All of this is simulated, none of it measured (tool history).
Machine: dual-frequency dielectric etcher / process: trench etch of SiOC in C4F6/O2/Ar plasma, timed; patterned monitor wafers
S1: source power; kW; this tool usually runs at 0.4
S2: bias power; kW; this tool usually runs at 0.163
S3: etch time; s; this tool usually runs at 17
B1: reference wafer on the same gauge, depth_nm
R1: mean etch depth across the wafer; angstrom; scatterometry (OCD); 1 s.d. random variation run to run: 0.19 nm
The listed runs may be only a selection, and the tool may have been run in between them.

Run 1, hour 0: usual settings; B1 28.82. Result: R1 338.5 angstrom.
At hour 110.7: wet clean of the chamber.
At hour 241.3: source power generator calibrated.
Run 2, hour 309.1: usual settings; B1 28.82. Result: R1 335.4 angstrom.
Run 3, hour 347.4: usual settings but S2 0.178 kW; B1 28.77. Result: R1 349 angstrom.
Run 4, hour 409.6: usual settings but S2 0.178 kW; B1 28.81. Result: R1 348.3 angstrom.
At hour 482.5: upper electrode replaced.
Run 5, hour 579.7: usual settings but S2 0.178 kW; B1 28.83. Result: R1 346.4 angstrom.
Run 6, hour 638: usual settings; B1 28.87. Result: R1 338.1 angstrom.
Run 7, hour 714.5: usual settings but S2 0.184 kW; B1 28.81. Result: R1 356.9 angstrom.
Run 8, hour 804.1: usual settings but S1 0.48 kW; B1 28.78. Result: R1 354.4 angstrom.
At hour 828.9: bias power generator calibrated.
Run 9, hour 856: usual settings but S1 0.33 kW, S3 13 s; B1 28.82. Result: R1 251.5 angstrom.
At hour 937.6: wet clean of the chamber.
Run 10, hour 1067.4: usual settings but S1 0.48 kW, S2 0.141 kW, S3 21.5 s; B1 28.79. Result: R1 410.9 angstrom.
Run 11, hour 1116.8: usual settings; B1 28.83. Result: R1 332.1 angstrom.
Run 12, hour 1203.9: usual settings but S2 0.185 kW, S3 13 s; B1 28.81. Result: R1 265.7 angstrom.
Run 13, hour 1296.7: usual settings but S1 0.31 kW, S2 0.174 kW, S3 14.5 s; B1 28.79. Result: R1 276.7 angstrom.
Run 14, hour 1354.7: usual settings but S1 0.49 kW, S3 12.5 s; B1 28.78. Result: R1 258.8 angstrom.
At hour 1390.6: gauge calibrated.
Run 15, hour 1433.1: usual settings but S1 0.32 kW, S3 14.5 s; B1 28.78. Result: R1 275.2 angstrom.
Run 16, hour 1509: usual settings but S1 0.35 kW, S2 0.139 kW, S3 15.5 s; B1 28.74. Result: R1 281.7 angstrom.
Run 17, hour 1592.3: usual settings but S3 15.5 s; B1 28.83. Result: R1 308.8 angstrom.
Run 18, hour 1655.1: usual settings but S1 0.34 kW, S2 0.193 kW, S3 15.5 s; B1 28.75. Result: R1 316.7 angstrom.
At hour 1781.7: wet clean of the chamber.
Run 19, hour 1801.8: usual settings but S1 0.46 kW, S2 0.134 kW, S3 20.5 s; B1 28.79. Result: R1 386.1 angstrom.
Run 20, hour 1841.1: usual settings but S3 20 s; B1 28.85. Result: R1 390.4 angstrom.
Run 21, hour 1948: usual settings; B1 28.79. Result: R1 331.2 angstrom.
Run 22, hour 2033.5: usual settings; B1 28.81. Result: R1 333 angstrom.
Run 23, hour 2270.4: usual settings; B1 28.84. Result: R1 333.9 angstrom.
Run 24, hour 2341.1: usual settings but S1 0.31 kW, S2 0.127 kW, S3 14 s; B1 28.78. Result: R1 238.7 angstrom.
Run 25, hour 2412.7: usual settings; B1 28.78. Result: R1 344.1 angstrom.
Run 26, hour 2500.5: usual settings but S1 0.31 kW, S2 0.143 kW; B1 28.76. Result: R1 309.7 angstrom.
At hour 2571.8: wet clean of the chamber.
Run 27, hour 2604.1: usual settings but S2 0.203 kW, S3 15 s; B1 28.77. Result: R1 316.4 angstrom.
Run 28, hour 2706.8: usual settings but S1 0.35 kW, S2 0.2 kW, S3 15 s; B1 28.79. Result: R1 311.5 angstrom.
Run 29, hour 2745.9: usual settings but S1 0.31 kW, S2 0.138 kW, S3 13 s; B1 28.78. Result: R1 227.2 angstrom.

Each row is a separate what-if for the run after 29, all from the same tool condition, not one after another. Results?
Run A, hour 2746.3: usual settings; B1 ?. Result: R1 ?.
Run B, hour 2746.3: usual settings but S1 0.44 kW, S2 0.141 kW; B1 ?. Result: R1 ?.
Run C, hour 2746.3: usual settings but S1 0.44 kW, S2 0.124 kW, S3 22 s; B1 ?. Result: R1 ?.
Run D, hour 2746.3: usual settings but S1 0.35 kW, S2 0.124 kW; B1 ?. Result: R1 ?.

run    B1     R1
  A  28.8  333.6
  B  28.8  323.3
  C  28.8  399.4
  D  28.8  293.1
With the hidden condition removed and each run's random variation left untouched, the same runs would have given:
run     R1
  A  331.3
  B  321.1
  C  396.6
  D  291.1
